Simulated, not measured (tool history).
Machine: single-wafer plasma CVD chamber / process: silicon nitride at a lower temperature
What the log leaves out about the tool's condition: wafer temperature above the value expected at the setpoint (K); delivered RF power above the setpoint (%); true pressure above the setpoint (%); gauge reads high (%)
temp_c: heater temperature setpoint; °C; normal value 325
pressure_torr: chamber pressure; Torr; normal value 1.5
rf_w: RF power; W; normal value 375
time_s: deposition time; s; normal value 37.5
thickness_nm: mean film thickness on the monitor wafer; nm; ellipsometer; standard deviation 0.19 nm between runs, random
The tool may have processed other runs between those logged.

run	hour	temp_c	pressure_torr	rf_w	time_s	wafers since the last listed run	hours since the last thermocouple change	hours since the last RF generator calibration	hours since the last manometer calibration	hours since the showerhead was replaced	hours since the gauge calibration	read-back reference wafer on the same gauge, thickness_nm	thickness_nm
1	0	325	1.5	375	37.5	0	1445	2421	1623.2	3648	316.2	56.174	47.956
# hour 12.7: gauge calibrated
2	25.3	325	1.5	375	37.5	452	1470.3	2446.3	1648.5	3673.3	12.6	57.031	48.791
3	50.3	325	1.5	350	37.5	447	1495.3	2471.3	1673.5	3698.3	37.6	56.961	46.099
4	83.7	325	1.5	375	35.4	597	1528.7	2504.7	1706.9	3731.7	71	56.903	46.054
5	111.8	325	1.5	375	35.4	503	1556.8	2532.8	1735	3759.8	99.1	56.842	45.662
6	135.3	317	1.5	375	35.6	420	1580.3	2556.3	1758.5	3783.3	122.6	56.78	46.374
7	151.6	317	1.5	375	35.6	291	1596.6	2572.6	1774.8	3799.6	138.9	56.766	46.267
8	187.3	317	1.5	375	35.6	639	1632.3	2608.3	1810.5	3835.3	174.6	56.667	45.919
9	215.7	325	1.5	420	37.5	508	1660.7	2636.7	1838.9	3863.7	203	56.614	53.074
10	239.6	325	1.5	420	37.5	427	1684.6	2660.6	1862.8	3887.6	226.9	56.512	53.074
11	269.1	325	1.5	375	37.5	528	1714.1	2690.1	1892.3	3917.1	256.4	56.471	48.188
12	290	329	1.5	450	37.5	374	1735	2711	1913.2	3938	277.3	56.418	55.527
# hour 300.2: thermocouple changed; heater temperature recalibrated
# hour 305.4: gauge calibrated
# hour 311.2: showerhead replaced
13	312.4	325	1.7	375	40	114	12.2	2733.4	1935.6	1.2	7	56.995	54.72
# hour 323.6: RF generator calibrated
14	326.7	332	1.79	430	34	112	26.5	3.1	1949.9	15.5	21.3	56.937	52.629
# hour 340: capacitance manometer re-zeroed and calibrated
15	341.7	325	1.3	420	37.5	125	41.5	18.1	1.7	30.5	36.3	56.96	50.175

For run 16, what comes out?
16	360.9	332	1.79	430	34	343	60.7	37.3	20.9	49.7	55.5	?	?

Run 16 yielded read-back reference wafer on the same gauge, thickness_nm 56.897, thickness_nm 52.564 nm.
Had the tool carried no hidden state, the very same run would have given thickness_nm 52.67 nm.

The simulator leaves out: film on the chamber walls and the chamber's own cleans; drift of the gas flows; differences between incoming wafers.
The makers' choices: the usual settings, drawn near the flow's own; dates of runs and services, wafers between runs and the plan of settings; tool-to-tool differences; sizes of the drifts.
